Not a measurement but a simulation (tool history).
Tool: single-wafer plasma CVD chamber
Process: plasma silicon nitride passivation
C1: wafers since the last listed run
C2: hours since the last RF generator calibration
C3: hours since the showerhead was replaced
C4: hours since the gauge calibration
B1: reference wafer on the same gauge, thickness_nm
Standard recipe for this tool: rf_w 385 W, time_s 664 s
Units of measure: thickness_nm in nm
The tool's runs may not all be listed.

run 1 hour=0.0 | rf_w=385 time_s=664 | C1=0 C2=1275.0 C3=7089.3 C4=128.2 | B1=974.607 | thickness_nm=969.798
run 2 hour=12.9 | rf_w=385 time_s=664 | C1=52 C2=1287.9 C3=7102.2 C4=141.1 | B1=976.507 | thickness_nm=965.321
run 3 hour=47.7 | rf_w=385 time_s=664 | C1=141 C2=1322.7 C3=7137.0 C4=175.9 | B1=975.449 | thickness_nm=961.431
run 4 hour=71.9 | rf_w=335 time_s=664 | C1=98 C2=1346.9 C3=7161.2 C4=200.1 | B1=977.186 | thickness_nm=905.825
run 5 hour=101.4 | rf_w=385 time_s=664 | C1=120 C2=1376.4 C3=7190.7 C4=229.6 | B1=976.863 | thickness_nm=959.053
run 6 hour=117.7 | rf_w=385 time_s=664 | C1=66 C2=1392.7 C3=7207.0 C4=245.9 | B1=976.848 | thickness_nm=974.031
run 7 hour=137.1 | rf_w=385 time_s=664 | C1=79 C2=1412.1 C3=7226.4 C4=265.3 | B1=973.459 | thickness_nm=963.087
run 8 hour=157.0 | rf_w=385 time_s=664 | C1=81 C2=1432.0 C3=7246.3 C4=285.2 | B1=978.888 | thickness_nm=957.018
run 9 hour=169.4 | rf_w=385 time_s=664 | C1=50 C2=1444.4 C3=7258.7 C4=297.6 | B1=976.017 | thickness_nm=968.307
run 10 hour=191.3 | rf_w=385 time_s=664 | C1=89 C2=1466.3 C3=7280.6 C4=319.5 | B1=973.999 | thickness_nm=960.901
run 11 hour=225.4 | rf_w=445 time_s=664 | C1=138 C2=1500.4 C3=7314.7 C4=353.6 | B1=975.005 | thickness_nm=1001.032
run 12 hour=246.5 | rf_w=385 time_s=627 | C1=86 C2=1521.5 C3=7335.8 C4=374.7 | B1=977.176 | thickness_nm=912.197
run 13 hour=260.2 | rf_w=385 time_s=627 | C1=55 C2=1535.2 C3=7349.5 C4=388.4 | B1=977.482 | thickness_nm=912.453
-- hour=302.4 RF generator calibrated
run 14 hour=302.9 | rf_w=385 time_s=627 | C1=141 C2=0.5 C3=7392.2 C4=431.1 | B1=975.971 | thickness_nm=909.598
run 15 hour=328.6 | rf_w=385 time_s=664 | C1=104 C2=26.2 C3=7417.9 C4=456.8 | B1=976.836 | thickness_nm=960.798
run 16 hour=341.3 | rf_w=420 time_s=664 | C1=51 C2=38.9 C3=7430.6 C4=469.5 | B1=976.167 | thickness_nm=993.503
run 17 hour=362.7 | rf_w=385 time_s=721 | C1=87 C2=60.3 C3=7452.0 C4=490.9 | B1=976.020 | thickness_nm=1045.836
-- hour=375.2 showerhead replaced
run 18 hour=375.7 | rf_w=385 time_s=540 | C1=20 C2=73.3 C3=0.5 C4=503.9 | B1=974.903 | thickness_nm=788.852
run 19 hour=396.4 | rf_w=385 time_s=664 | C1=84 C2=94.0 C3=21.2 C4=524.6 | B1=975.235 | thickness_nm=960.270
run 20 hour=500.7 | rf_w=385 time_s=664 | C1=425 C2=198.3 C3=125.5 C4=628.9 | B1=974.870 | thickness_nm=974.723
run 21 hour=514.6 | rf_w=345 time_s=563 | C1=56 C2=212.2 C3=139.4 C4=642.8 | B1=977.195 | thickness_nm=787.130
run 22 hour=537.6 | rf_w=415 time_s=756 | C1=93 C2=235.2 C3=162.4 C4=665.8 | B1=974.759 | thickness_nm=1121.762
run 23 hour=557.4 | rf_w=385 time_s=664 | C1=80 C2=255.0 C3=182.2 C4=685.6 | B1=975.669 | thickness_nm=967.924
run 24 hour=569.6 | rf_w=385 time_s=664 | C1=49 C2=267.2 C3=194.4 C4=697.8 | B1=974.116 | thickness_nm=960.873
-- hour=576.3 gauge calibrated
run 25 hour=600.1 | rf_w=450 time_s=780 | C1=124 C2=297.7 C3=224.9 C4=23.8 | B1=975.266 | thickness_nm=1204.022
run 26 hour=615.5 | rf_w=430 time_s=602 | C1=62 C2=313.1 C3=240.3 C4=39.2 | B1=975.258 | thickness_nm=898.214
run 27 hour=649.8 | rf_w=425 time_s=722 | C1=139 C2=347.4 C3=274.6 C4=73.5 | B1=977.085 | thickness_nm=1086.915
run 28 hour=661.9 | rf_w=385 time_s=627 | C1=49 C2=359.5 C3=286.7 C4=85.6 | B1=976.535 | thickness_nm=901.727
run 29 hour=691.7 | rf_w=385 time_s=664 | C1=121 C2=389.3 C3=316.5 C4=115.4 | B1=977.547 | thickness_nm=967.088
run 30 hour=722.2 | rf_w=460 time_s=610 | C1=124 C2=419.8 C3=347.0 C4=145.9 | B1=975.787 | thickness_nm=942.065
run 31 hour=739.3 | rf_w=420 time_s=595 | C1=69 C2=436.9 C3=364.1 C4=163.0 | B1=976.192 | thickness_nm=899.282
run 32 hour=758.9 | rf_w=430 time_s=725 | C1=79 C2=456.5 C3=383.7 C4=182.6 | B1=975.171 | thickness_nm=1090.856
run 33 hour=789.1 | rf_w=350 time_s=723 | C1=123 C2=486.7 C3=413.9 C4=212.8 | B1=974.332 | thickness_nm=1004.024

State the hidden condition of the tool at each of the runs:
delivered RF power above the setpoint (%): 0 on each run
gauge reads high (%): 0 on each run

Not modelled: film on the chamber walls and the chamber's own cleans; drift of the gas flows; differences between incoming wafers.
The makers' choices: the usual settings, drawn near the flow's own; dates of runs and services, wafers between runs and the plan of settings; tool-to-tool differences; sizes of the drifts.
